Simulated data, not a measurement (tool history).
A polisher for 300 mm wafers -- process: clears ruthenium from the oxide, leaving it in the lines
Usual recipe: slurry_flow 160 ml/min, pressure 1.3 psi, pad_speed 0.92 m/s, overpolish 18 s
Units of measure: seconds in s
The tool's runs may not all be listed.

| run | day | slurry_flow | pressure | pad_speed | overpolish | wafers since the last listed run | wafers polished on this pad | hours since the slurry nozzle was cleaned | hours since the head pressure was calibrated | incoming thickness of the incoming film, nm | seconds |
|---|---|---|---|---|---|---|---|---|---|---|---|
| 1 | 0 | 160 | 1.3 | 0.92 | 18 | 0 | 1020 | 286.2 | 285 | 74.5 | 90.7 |
| 2 | 1.158 | 160 | 1.3 | 0.92 | 18 | 183 | 1203 | 314 | 312.8 | 74.5 | 91.8 |
| 3 | 2.404 | 160 | 1.3 | 0.92 | 18 | 196 | 1400 | 343.9 | 342.7 | 74.5 | 92.6 |
| 4 | 4.892 | 160 | 1 | 0.92 | 18 | 393 | 1793 | 403.6 | 402.4 | 74.9 | 122.8 |
|  | 5.996 | slurry nozzle cleaned |
| 5 | 7.275 | 160 | 1.3 | 0.92 | 18 | 369 | 2163 | 30.7 | 459.6 | 74.5 | 95.6 |
|  | 9.175 | worn pad replaced by a new one |
| 6 | 14.971 | 160 | 1.3 | 0.92 | 18 | 1189 | 915 | 215.4 | 644.3 | 74.5 | 86.7 |
| 7 | 17.067 | 160 | 1.3 | 0.84 | 20 | 331 | 1247 | 265.7 | 694.6 | 75.1 | 94.6 |
| 8 | 19.975 | 160 | 1.3 | 0.92 | 18 | 459 | 1706 | 335.5 | 764.4 | 74 | 90.4 |
| 9 | 22.896 | 160 | 1.3 | 0.92 | 18 | 461 | 2168 | 405.6 | 834.5 | 75.7 | 96.6 |
| 10 | 24.054 | 160 | 1.3 | 0.92 | 18 | 183 | 2351 | 433.4 | 862.3 | 74.1 | 92.9 |
|  | 24.633 | slurry nozzle cleaned |
|  | 24.854 | worn pad replaced by a new one |
| 11 | 25.812 | 160 | 1.3 | 0.92 | 18 | 244 | 151 | 28.3 | 904.5 | 74.9 | 85.8 |
| 12 | 27.012 | 160 | 1.3 | 0.92 | 18 | 189 | 340 | 57.1 | 933.3 | 76 | 85.8 |
| 13 | 28.517 | 160 | 1.3 | 0.78 | 18 | 237 | 578 | 93.2 | 969.4 | 74.7 | 95.4 |
|  | 31.892 | head pressure recalibrated |
| 14 | 32.017 | 160 | 1.3 | 0.92 | 18 | 539 | 1118 | 177.2 | 3 | 75.4 | 101.9 |
| 15 | 33.258 | 160 | 1.3 | 0.92 | 18 | 196 | 1314 | 207 | 32.8 | 74.5 | 99.1 |
| 16 | 35.646 | 160 | 1.3 | 0.92 | 18 | 377 | 1691 | 264.3 | 90.1 | 74.8 | 99.6 |
| 17 | 36.942 | 160 | 1.3 | 0.92 | 18 | 204 | 1896 | 295.4 | 121.2 | 75.5 | 102 |
| 18 | 37.992 | 160 | 1.3 | 0.92 | 18 | 165 | 2062 | 320.6 | 146.4 | 73.4 | 99.2 |
|  | 38.879 | worn pad replaced by a new one |
| 19 | 40.354 | 160 | 1.3 | 0.92 | 27 | 346 | 233 | 377.3 | 203.1 | 74.9 | 92.1 |
|  | 44.046 | slurry nozzle cleaned |
| 20 | 47.621 | 175 | 1.3 | 0.82 | 8 | 1141 | 1374 | 85.8 | 377.5 | 74.2 | 97 |
| 21 | 50.271 | 160 | 1.3 | 0.92 | 18 | 418 | 1793 | 149.4 | 441.1 | 75.7 | 93.9 |
| 22 | 51.983 | 160 | 1.5 | 0.78 | 12 | 270 | 2063 | 190.5 | 482.2 | 74.8 | 91.7 |
| 23 | 54.708 | 160 | 1.3 | 0.68 | 9 | 430 | 2494 | 255.9 | 547.6 | 75.5 | 121 |
|  | 55.167 | worn pad replaced by a new one |
| 24 | 56.492 | 125 | 1.6 | 0.8 | 18 | 255 | 209 | 298.7 | 590.4 | 73.4 | 78 |
| 25 | 57.942 | 160 | 1 | 0.72 | 8 | 229 | 438 | 333.5 | 625.2 | 75.1 | 128.8 |
| 26 | 59.325 | 160 | 1.1 | 0.66 | 18 | 218 | 656 | 366.7 | 658.4 | 75 | 126.3 |
| 27 | 60.812 | 195 | 0.8 | 1.22 | 28 | 235 | 891 | 402.4 | 694.1 | 74.6 | 114 |
|  | 62.133 | slurry nozzle cleaned |
| 28 | 62.517 | 160 | 1.1 | 0.66 | 18 | 262 | 1154 | 9.2 | 735 | 75.2 | 126.1 |
| 29 | 64.721 | 120 | 1.3 | 0.92 | 18 | 348 | 1502 | 62.1 | 787.9 | 75.1 | 98.9 |
|  | 68.604 | worn pad replaced by a new one |
| 30 | 70.283 | 160 | 1.3 | 0.92 | 25 | 852 | 265 | 195.6 | 921.4 | 75 | 85.6 |
| 31 | 72.517 | 160 | 1.7 | 1.2 | 14 | 352 | 617 | 249.2 | 975 | 74.8 | 55.7 |
|  | 73.7 | head pressure recalibrated |
| 32 | 73.721 | 110 | 0.9 | 0.92 | 26 | 177 | 794 | 278.1 | 0.5 | 74 | 154.6 |
| 33 | 75.571 | 185 | 1.1 | 0.92 | 18 | 292 | 1087 | 322.5 | 44.9 | 74.9 | 112.3 |
| 34 | 77.358 | 160 | 1.3 | 1 | 21 | 282 | 1369 | 365.4 | 87.8 | 73.9 | 91 |

Run by run, hidden condition taken away, random variation retained:
Hidden conditions of the tool in this case: removal rate lost through wear of the pad, %; slurry flow missing at the pad, %; deviation of the head's pressure from its setpoint, %.
| run | seconds |
|---|---|
| 1 | 92.1 |
| 2 | 92.6 |
| 3 | 92.9 |
| 4 | 121.4 |
| 5 | 93 |
| 6 | 90.9 |
| 7 | 97.6 |
| 8 | 91.2 |
| 9 | 95.3 |
| 10 | 90.8 |
| 11 | 93.3 |
| 12 | 92.5 |
| 13 | 101.6 |
| 14 | 94.4 |
| 15 | 91.8 |
| 16 | 92.2 |
| 17 | 94.2 |
| 18 | 91.3 |
| 19 | 94.1 |
| 20 | 95.8 |
| 21 | 91.2 |
| 22 | 88 |
| 23 | 113.9 |
| 24 | 84.8 |
| 25 | 138.6 |
| 26 | 134.7 |
| 27 | 120.2 |
| 28 | 131.4 |
| 29 | 101.3 |
| 30 | 93.6 |
| 31 | 59.9 |
| 32 | 146.2 |
| 33 | 106.3 |
| 34 | 86 |
